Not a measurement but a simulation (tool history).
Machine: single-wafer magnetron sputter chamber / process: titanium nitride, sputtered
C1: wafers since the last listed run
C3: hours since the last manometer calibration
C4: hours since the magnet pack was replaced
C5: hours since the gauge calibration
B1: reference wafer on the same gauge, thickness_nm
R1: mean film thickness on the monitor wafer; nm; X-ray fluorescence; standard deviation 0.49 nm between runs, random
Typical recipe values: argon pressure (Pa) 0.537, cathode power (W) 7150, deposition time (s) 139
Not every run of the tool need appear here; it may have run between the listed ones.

{"run": 1, "day": 0.0, "argon pressure (Pa)": 0.537, "cathode power (W)": 7150, "deposition time (s)": 139, "C1": 0, "wafers on the sputter target": 2585, "C3": 1254, "C4": 4081.5, "C5": 109.6, "B1": 212.864, "R1": 175.967}
{"run": 2, "day": 3.079, "argon pressure (Pa)": 0.537, "cathode power (W)": 7150, "deposition time (s)": 139, "C1": 1033, "wafers on the sputter target": 3618, "C3": 1327.9, "C4": 4155.4, "C5": 183.5, "B1": 212.903, "R1": 177.113}
{"day": 4.654, "done": "sputter target and shields replaced"}
{"run": 3, "day": 6.021, "argon pressure (Pa)": 0.537, "cathode power (W)": 7150, "deposition time (s)": 139, "C1": 875, "wafers on the sputter target": 459, "C3": 1398.5, "C4": 4226, "C5": 254.1, "B1": 213.026, "R1": 175.92}
{"run": 4, "day": 7.779, "argon pressure (Pa)": 0.537, "cathode power (W)": 7150, "deposition time (s)": 139, "C1": 590, "wafers on the sputter target": 1049, "C3": 1440.7, "C4": 4268.2, "C5": 296.3, "B1": 213.045, "R1": 177.798}
{"run": 5, "day": 9.679, "argon pressure (Pa)": 0.537, "cathode power (W)": 7150, "deposition time (s)": 139, "C1": 637, "wafers on the sputter target": 1687, "C3": 1486.3, "C4": 4313.8, "C5": 341.9, "B1": 213.024, "R1": 177.084}
{"run": 6, "day": 11.325, "argon pressure (Pa)": 0.537, "cathode power (W)": 8450, "deposition time (s)": 139, "C1": 552, "wafers on the sputter target": 2239, "C3": 1525.8, "C4": 4353.3, "C5": 381.4, "B1": 212.962, "R1": 203.92}
{"run": 7, "day": 14.604, "argon pressure (Pa)": 0.537, "cathode power (W)": 7150, "deposition time (s)": 139, "C1": 1100, "wafers on the sputter target": 3340, "C3": 1604.5, "C4": 4432, "C5": 460.1, "B1": 213.104, "R1": 176.395}
{"run": 8, "day": 16.258, "argon pressure (Pa)": 0.537, "cathode power (W)": 7150, "deposition time (s)": 139, "C1": 555, "wafers on the sputter target": 3895, "C3": 1644.2, "C4": 4471.7, "C5": 499.8, "B1": 213.028, "R1": 176.477}
{"day": 16.708, "done": "sputter target and shields replaced"}
{"run": 9, "day": 19.492, "argon pressure (Pa)": 0.537, "cathode power (W)": 7150, "deposition time (s)": 139, "C1": 973, "wafers on the sputter target": 934, "C3": 1721.8, "C4": 4549.3, "C5": 577.4, "B1": 212.961, "R1": 176.453}
{"day": 28.392, "done": "magnet pack replaced"}
{"day": 28.45, "done": "sputter target and shields replaced"}
{"run": 10, "day": 30.792, "argon pressure (Pa)": 0.537, "cathode power (W)": 7150, "deposition time (s)": 139, "C1": 3661, "wafers on the sputter target": 785, "C3": 1993, "C4": 57.6, "C5": 848.6, "B1": 213.061, "R1": 175.743}
{"run": 11, "day": 35.208, "argon pressure (Pa)": 0.612, "cathode power (W)": 5850, "deposition time (s)": 129, "C1": 1482, "wafers on the sputter target": 2268, "C3": 2099, "C4": 163.6, "C5": 954.6, "B1": 212.941, "R1": 134.48}
{"day": 37.458, "done": "gauge calibrated"}
{"run": 12, "day": 38.658, "argon pressure (Pa)": 0.456, "cathode power (W)": 6100, "deposition time (s)": 148, "C1": 1158, "wafers on the sputter target": 3426, "C3": 2181.8, "C4": 246.4, "C5": 28.8, "B1": 213.035, "R1": 169.182}
{"run": 13, "day": 40.175, "argon pressure (Pa)": 0.537, "cathode power (W)": 7150, "deposition time (s)": 139, "C1": 509, "wafers on the sputter target": 3935, "C3": 2218.2, "C4": 282.8, "C5": 65.2, "B1": 213.023, "R1": 175.233}
{"day": 41.858, "done": "sputter target and shields replaced"}
{"run": 14, "day": 42.096, "argon pressure (Pa)": 0.537, "cathode power (W)": 6550, "deposition time (s)": 119, "C1": 532, "wafers on the sputter target": 79, "C3": 2264.3, "C4": 328.9, "C5": 111.3, "B1": 213.001, "R1": 139.484}
{"run": 15, "day": 44.512, "argon pressure (Pa)": 0.537, "cathode power (W)": 8100, "deposition time (s)": 127, "C1": 811, "wafers on the sputter target": 890, "C3": 2322.3, "C4": 386.9, "C5": 169.3, "B1": 212.974, "R1": 178.132}
{"day": 46.075, "done": "capacitance manometer re-zeroed and calibrated"}
{"run": 16, "day": 46.233, "argon pressure (Pa)": 0.537, "cathode power (W)": 6300, "deposition time (s)": 139, "C1": 465, "wafers on the sputter target": 1356, "C3": 3.8, "C4": 428.2, "C5": 210.6, "B1": 212.893, "R1": 162.621}
{"run": 17, "day": 49.979, "argon pressure (Pa)": 0.537, "cathode power (W)": 6300, "deposition time (s)": 139, "C1": 1257, "wafers on the sputter target": 2613, "C3": 93.7, "C4": 518.1, "C5": 300.5, "B1": 212.858, "R1": 161.171}
{"run": 18, "day": 51.579, "argon pressure (Pa)": 0.735, "cathode power (W)": 7150, "deposition time (s)": 139, "C1": 537, "wafers on the sputter target": 3150, "C3": 132.1, "C4": 556.5, "C5": 338.9, "B1": 213.061, "R1": 169.392}
{"day": 52.346, "done": "sputter target and shields replaced"}
{"run": 19, "day": 55.692, "argon pressure (Pa)": 0.718, "cathode power (W)": 7150, "deposition time (s)": 119, "C1": 1268, "wafers on the sputter target": 1122, "C3": 230.8, "C4": 655.2, "C5": 437.6, "B1": 213.094, "R1": 144.469}
{"run": 20, "day": 59.079, "argon pressure (Pa)": 0.659, "cathode power (W)": 7150, "deposition time (s)": 126, "C1": 1137, "wafers on the sputter target": 2259, "C3": 312.1, "C4": 736.5, "C5": 518.9, "B1": 213.205, "R1": 156.184}

Below are 5 alternative next runs, each starting from the tool's condition after run 20. Predict each:
{"run": "A", "day": 59.096, "argon pressure (Pa)": 0.537, "cathode power (W)": 5750, "deposition time (s)": 139, "C1": 5, "wafers on the sputter target": 2265, "C3": 312.5, "C4": 736.9, "C5": 519.3, "B1": "?", "R1": "?"}
{"run": "B", "day": 59.096, "argon pressure (Pa)": 0.537, "cathode power (W)": 8100, "deposition time (s)": 139, "C1": 5, "wafers on the sputter target": 2265, "C3": 312.5, "C4": 736.9, "C5": 519.3, "B1": "?", "R1": "?"}
{"run": "C", "day": 59.096, "argon pressure (Pa)": 0.625, "cathode power (W)": 8600, "deposition time (s)": 149, "C1": 5, "wafers on the sputter target": 2265, "C3": 312.5, "C4": 736.9, "C5": 519.3, "B1": "?", "R1": "?"}
{"run": "D", "day": 59.096, "argon pressure (Pa)": 0.667, "cathode power (W)": 6000, "deposition time (s)": 117, "C1": 5, "wafers on the sputter target": 2265, "C3": 312.5, "C4": 736.9, "C5": 519.3, "B1": "?", "R1": "?"}
{"run": "E", "day": 59.096, "argon pressure (Pa)": 0.656, "cathode power (W)": 8700, "deposition time (s)": 131, "C1": 5, "wafers on the sputter target": 2265, "C3": 312.5, "C4": 736.9, "C5": 519.3, "B1": "?", "R1": "?"}

run=A B1=213.019 R1=150.291
run=B B1=213.019 R1=200.223
run=C B1=213.019 R1=219.718
run=D B1=213.019 R1=125.633
run=E B1=213.019 R1=193.203
Without the tool's hidden state the same runs would have given:
run=A R1=150.286
run=B R1=200.217
run=C R1=219.711
run=D R1=125.628
run=E R1=193.196
